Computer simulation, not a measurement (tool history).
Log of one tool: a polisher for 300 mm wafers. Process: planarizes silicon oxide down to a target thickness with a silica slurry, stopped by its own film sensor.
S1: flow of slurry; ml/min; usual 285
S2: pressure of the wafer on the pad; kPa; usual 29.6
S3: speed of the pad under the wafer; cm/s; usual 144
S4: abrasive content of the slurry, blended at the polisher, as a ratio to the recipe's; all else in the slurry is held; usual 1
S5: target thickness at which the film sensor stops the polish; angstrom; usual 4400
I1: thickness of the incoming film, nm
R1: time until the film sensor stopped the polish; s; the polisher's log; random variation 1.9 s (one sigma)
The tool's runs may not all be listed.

{"run": 1, "hour": 0.0, "S1": 285, "S2": 31.7, "S3": 144, "S4": 1, "S5": 4400, "I1": 917.3, "R1": 161.6}
{"run": 2, "hour": 40.2, "S1": 285, "S2": 31.7, "S3": 144, "S4": 1, "S5": 4400, "I1": 917.2, "R1": 169.6}
{"hour": 43.3, "done": "conditioning disc replaced and pad reconditioned"}
{"hour": 63.3, "done": "slurry nozzle cleaned"}
{"run": 3, "hour": 72.7, "S1": 285, "S2": 31.7, "S3": 144, "S4": 1, "S5": 4400, "I1": 921.5, "R1": 174.1}
{"hour": 88.7, "done": "slurry blender recalibrated"}
{"hour": 100.0, "done": "worn pad replaced by a new one"}
{"run": 4, "hour": 123.0, "S1": 285, "S2": 29.6, "S3": 144, "S4": 1, "S5": 4400, "I1": 912.9, "R1": 163.2}
{"run": 5, "hour": 155.0, "S1": 285, "S2": 29.6, "S3": 144, "S4": 1, "S5": 4400, "I1": 922, "R1": 165.6}
{"run": 6, "hour": 190.3, "S1": 285, "S2": 29.6, "S3": 144, "S4": 1, "S5": 4400, "I1": 919.5, "R1": 165.7}
{"run": 7, "hour": 237.9, "S1": 285, "S2": 29.6, "S3": 144, "S4": 1, "S5": 4400, "I1": 915, "R1": 167.5}
{"run": 8, "hour": 273.7, "S1": 285, "S2": 29.6, "S3": 144, "S4": 1, "S5": 4400, "I1": 923.3, "R1": 176.1}
{"hour": 281.1, "done": "slurry nozzle cleaned"}
{"run": 9, "hour": 309.9, "S1": 285, "S2": 29.6, "S3": 144, "S4": 1, "S5": 4400, "I1": 928.2, "R1": 180.7}
{"hour": 317.4, "done": "worn pad replaced by a new one"}
{"hour": 337.9, "done": "slurry blender recalibrated"}
{"run": 10, "hour": 379.9, "S1": 285, "S2": 29.6, "S3": 144, "S4": 1, "S5": 4400, "I1": 916.1, "R1": 166.8}
{"run": 11, "hour": 427.7, "S1": 285, "S2": 22.1, "S3": 144, "S4": 0.85, "S5": 4400, "I1": 930.6, "R1": 237.3}
{"run": 12, "hour": 464.5, "S1": 285, "S2": 24.1, "S3": 192, "S4": 1, "S5": 3820, "I1": 931.5, "R1": 187.3}
{"hour": 492.1, "done": "slurry nozzle cleaned"}
{"run": 13, "hour": 506.2, "S1": 285, "S2": 31.7, "S3": 144, "S4": 1, "S5": 4400, "I1": 914.6, "R1": 163.3}
{"hour": 512.6, "done": "conditioning disc replaced and pad reconditioned"}
{"hour": 576.8, "done": "worn pad replaced by a new one"}
{"hour": 578.3, "done": "head pressure recalibrated"}
{"run": 14, "hour": 578.8, "S1": 210, "S2": 29.6, "S3": 144, "S4": 1, "S5": 4400, "I1": 913.4, "R1": 167.8}
{"hour": 623.2, "done": "slurry blender recalibrated"}
{"run": 15, "hour": 634.5, "S1": 285, "S2": 29.6, "S3": 144, "S4": 1, "S5": 4400, "I1": 921.1, "R1": 151.7}
{"run": 16, "hour": 662.6, "S1": 285, "S2": 29.6, "S3": 164, "S4": 1.15, "S5": 4400, "I1": 922.4, "R1": 127}
{"hour": 712.5, "done": "slurry nozzle cleaned"}
{"run": 17, "hour": 732.5, "S1": 285, "S2": 29.6, "S3": 178, "S4": 1, "S5": 4400, "I1": 923.1, "R1": 128.7}
{"run": 18, "hour": 762.3, "S1": 285, "S2": 29.6, "S3": 144, "S4": 1, "S5": 4400, "I1": 916, "R1": 154.9}
{"hour": 804.5, "done": "worn pad replaced by a new one"}
{"run": 19, "hour": 810.1, "S1": 285, "S2": 29.6, "S3": 144, "S4": 1, "S5": 3220, "I1": 905, "R1": 197.6}
{"run": 20, "hour": 857.2, "S1": 250, "S2": 24.1, "S3": 176, "S4": 1, "S5": 4840, "I1": 923.8, "R1": 161.9}

Forecast each of these 3 alternatives for the next run:
{"run": "A", "hour": 857.7, "S1": 285, "S2": 29.6, "S3": 144, "S4": 1.15, "S5": 4400, "I1": 922.8, "R1": "?"}
{"run": "B", "hour": 857.7, "S1": 345, "S2": 29.6, "S3": 112, "S4": 1.2, "S5": 3360, "I1": 922.8, "R1": "?"}
{"run": "C", "hour": 857.7, "S1": 285, "S2": 34.5, "S3": 108, "S4": 1, "S5": 3520, "I1": 922.8, "R1": "?"}

run=A R1=161.6
run=B R1=232.7
run=C R1=219.4
Without the tool's hidden state the same runs would have given:
run=A R1=138.8
run=B R1=200.2
run=C R1=187.6
